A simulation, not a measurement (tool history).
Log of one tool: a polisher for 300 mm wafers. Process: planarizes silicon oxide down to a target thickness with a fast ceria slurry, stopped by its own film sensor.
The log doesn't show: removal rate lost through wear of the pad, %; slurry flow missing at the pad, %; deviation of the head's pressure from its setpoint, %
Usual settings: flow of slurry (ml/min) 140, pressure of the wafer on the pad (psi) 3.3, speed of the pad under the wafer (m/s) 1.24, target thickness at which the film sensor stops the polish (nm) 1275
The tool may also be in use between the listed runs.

| run | hour | flow of slurry (ml/min) | pressure of the wafer on the pad (psi) | speed of the pad under the wafer (m/s) | target thickness at which the film sensor stops the polish (nm) | wafers since the last listed run | wafers polished on this pad | hours since the slurry nozzle was cleaned | hours since the head pressure was calibrated | incoming thickness of the incoming film, nm | time until the film sensor stopped the polish (s) |
|---|---|---|---|---|---|---|---|---|---|---|---|
| 1 | 0.0 | 140 | 3.3 | 1.24 | 1275 | 0 | 507 | 408.1 | 917.4 | 2235.5 | 40.0 |
| 2 | 9.9 | 140 | 3.3 | 1.24 | 1275 | 154 | 662 | 418.0 | 927.3 | 2201.0 | 39.9 |
|  | 23.9 | worn pad replaced by a new one |
| 3 | 24.4 | 140 | 3.3 | 1.24 | 1275 | 163 | 8 | 432.5 | 941.8 | 2236.4 | 38.5 |
| 4 | 33.7 | 140 | 3.3 | 1.24 | 1275 | 144 | 152 | 441.8 | 951.1 | 2210.7 | 37.9 |
| 5 | 51.3 | 140 | 3.3 | 1.24 | 1275 | 274 | 427 | 459.4 | 968.7 | 2254.3 | 41.3 |
| 6 | 61.4 | 140 | 3.3 | 1.24 | 1275 | 157 | 584 | 469.5 | 978.8 | 2232.9 | 40.8 |
|  | 72.1 | worn pad replaced by a new one |
| 7 | 77.3 | 140 | 3.3 | 1.24 | 1275 | 185 | 80 | 485.4 | 994.7 | 2279.9 | 40.9 |
| 8 | 91.1 | 140 | 3.3 | 1.24 | 1275 | 214 | 295 | 499.2 | 1008.5 | 2206.4 | 39.0 |
| 9 | 107.3 | 180 | 2.4 | 1.54 | 1171 | 252 | 547 | 515.4 | 1024.7 | 2223.1 | 41.0 |
| 10 | 124.9 | 120 | 4.4 | 1.06 | 1275 | 274 | 821 | 533.0 | 1042.3 | 2240.9 | 46.2 |
|  | 131.2 | worn pad replaced by a new one |
| 11 | 135.4 | 140 | 3.3 | 1.24 | 1275 | 101 | 65 | 543.5 | 1052.8 | 2250.2 | 40.6 |

The next listed run, before its measurement:
|  | 146.0 | head pressure recalibrated |
| 12 | 147.0 | 155 | 3.3 | 1.12 | 1275 | 149 | 215 | 555.1 | 1.0 | 2260.3 | ? |

time until the film sensor stopped the polish (s): 45.3
Without the tool's hidden state the same run would have given time until the film sensor stopped the polish (s) 39.0.
